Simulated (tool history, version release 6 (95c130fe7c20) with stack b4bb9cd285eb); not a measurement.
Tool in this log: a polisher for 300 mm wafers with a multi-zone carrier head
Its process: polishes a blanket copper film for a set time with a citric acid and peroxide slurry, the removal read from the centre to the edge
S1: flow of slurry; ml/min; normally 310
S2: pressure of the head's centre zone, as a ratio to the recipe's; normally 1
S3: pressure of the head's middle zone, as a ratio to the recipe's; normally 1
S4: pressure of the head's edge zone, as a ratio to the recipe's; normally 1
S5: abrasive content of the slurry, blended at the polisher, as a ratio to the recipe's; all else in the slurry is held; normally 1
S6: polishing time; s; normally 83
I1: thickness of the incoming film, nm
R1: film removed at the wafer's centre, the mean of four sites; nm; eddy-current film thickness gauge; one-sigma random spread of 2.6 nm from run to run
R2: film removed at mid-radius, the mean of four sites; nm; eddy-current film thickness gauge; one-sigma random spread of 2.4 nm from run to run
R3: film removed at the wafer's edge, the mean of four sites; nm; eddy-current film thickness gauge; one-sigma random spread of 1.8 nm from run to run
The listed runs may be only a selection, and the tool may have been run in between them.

Run 1, day 0: usual settings; I1 1209.7. Result: R1 223.3 nm, R2 238 nm, R3 238.7 nm.
Run 2, day 0.688: usual settings but S2 0.91; I1 1211.6. Result: R1 201.4 nm, R2 238.7 nm, R3 240.1 nm.
At day 0.983: carrier head's membrane replaced by a new one.
Run 3, day 1.304: usual settings but S2 0.91; I1 1195.6. Result: R1 200 nm, R2 243.1 nm, R3 241.2 nm.
Run 4, day 2.025: usual settings but S2 0.91; I1 1203.9. Result: R1 204.6 nm, R2 237.8 nm, R3 236.6 nm.
Run 5, day 2.658: usual settings; I1 1214.3. Result: R1 220.3 nm, R2 237.6 nm, R3 240.6 nm.
Run 6, day 3.308: usual settings; I1 1238.2. Result: R1 224.8 nm, R2 233.1 nm, R3 240.6 nm.
Run 7, day 3.667: usual settings; I1 1190.3. Result: R1 222.9 nm, R2 240.4 nm, R3 239.3 nm.
At day 4.062: edge zone pressure recalibrated.
Run 8, day 4.108: usual settings but S1 360 ml/min, S2 0.96, S6 104 s; I1 1201.4. Result: R1 266.7 nm, R2 304.2 nm, R3 300.9 nm.
Run 9, day 4.538: usual settings but S2 0.95; I1 1210.3. Result: R1 208.9 nm, R2 235 nm, R3 236.3 nm.
Run 10, day 5.171: usual settings; I1 1216.5. Result: R1 222.5 nm, R2 235.4 nm, R3 238.5 nm.
At day 5.479: worn pad replaced by a new one.
Run 11, day 5.871: usual settings; I1 1198. Result: R1 219.1 nm, R2 234.6 nm, R3 239.2 nm.
At day 6.129: centre zone pressure recalibrated.
Run 12, day 6.388: usual settings but S2 0.97; I1 1229.7. Result: R1 230.7 nm, R2 234.8 nm, R3 235.8 nm.
Run 13, day 6.975: usual settings; I1 1201.4. Result: R1 232.8 nm, R2 231.6 nm, R3 236.5 nm.

For run 14, what comes out?
Run 14, day 7.717: usual settings but S1 205 ml/min, S3 1.06, S4 0.96, S6 94 s; I1 1209.2. Result: R1 ?, R2 ?, R3 ?.

{"run 14": {"R1": 239.1, "R2": 256.4, "R3": 249}}
The same run, on a tool lacking any hidden state, would have yielded R1 256.7 nm, R2 267.3 nm, R3 256.7 nm.
